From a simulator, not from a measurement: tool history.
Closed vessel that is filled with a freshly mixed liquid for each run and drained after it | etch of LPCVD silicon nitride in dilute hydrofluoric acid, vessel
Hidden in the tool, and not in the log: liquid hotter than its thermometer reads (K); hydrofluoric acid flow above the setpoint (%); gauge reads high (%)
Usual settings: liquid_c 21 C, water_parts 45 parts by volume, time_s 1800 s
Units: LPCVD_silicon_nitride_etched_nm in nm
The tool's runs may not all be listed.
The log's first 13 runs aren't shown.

run,hour,liquid_c,water_parts,time_s,wafers since the last listed run,hours since the thermometer was replaced,hours since the hydrofluoric acid flow meter was replaced,hours since the gauge calibration,"read-back film thickness of the LPCVD silicon nitride reference wafer, read on the same gauge (nm)",LPCVD_silicon_nitride_etched_nm
14,553.7,21,45,1800,904,271.8,1677.5,643.5,40.01,12.21
# hour 560.8: hydrofluoric acid flow meter replaced
15,624.4,21,45,1800,1726,342.5,63.6,714.2,39.98,12.27
16,659.4,21,45,1800,867,377.5,98.6,749.2,40.01,12.21
17,778.1,24.5,30,2260,2940,496.2,217.3,867.9,39.99,29.55
18,833.7,21,45,1800,1377,551.8,272.9,923.5,40.02,12.42
19,861.3,21,45,1800,683,579.4,300.5,951.1,40.01,12.37
20,890.9,21,45,1800,733,609,330.1,980.7,39.97,12.47
21,929.1,21,45,1800,946,647.2,368.3,1018.9,39.98,12.52
22,987.5,25.5,35,2155,1446,705.6,426.7,1077.3,40,26
23,1045.7,17,35,1135,1441,763.8,484.9,1135.5,40.01,7.63
24,1072.7,22.5,45,2765,668,790.8,511.9,1162.5,40.02,21.28
25,1102.4,24.5,50,2435,735,820.5,541.6,1192.2,40,19.49
26,1174.1,21,30,1240,1776,892.2,613.3,1263.9,40,12.97
# hour 1207.2: thermometer replaced
# hour 1231.8: gauge calibrated
27,1232.4,21,45,1800,1419,25.2,671.6,0.6,40,12.02
28,1270.9,21,50,1800,953,63.7,710.1,39.1,40.03,10.95
29,1310.8,24,65,1800,988,103.6,750,79,40,10.37
30,1372.8,21,50,2430,1535,165.6,812,141,40.01,14.62
31,1586.2,21,30,1240,5286,379,1025.4,354.4,40.01,12.66
32,1634.1,23,60,1800,1186,426.9,1073.3,402.3,40.04,10.72

Forecast each of these 3 alternatives for the next run:
A,1635.2,21,45,1800,27,428,1074.4,403.4,?,?
B,1635.2,21,60,1800,27,428,1074.4,403.4,?,?
C,1635.2,24.5,55,785,27,428,1074.4,403.4,?,?

run,"read-back film thickness of the LPCVD silicon nitride reference wafer, read on the same gauge (nm)",LPCVD_silicon_nitride_etched_nm
A,40,12.46
B,40,9.41
C,40,5.66
Without the tool's hidden state the same runs would have given:
run,LPCVD_silicon_nitride_etched_nm
A,12.06
B,9.12
C,5.49
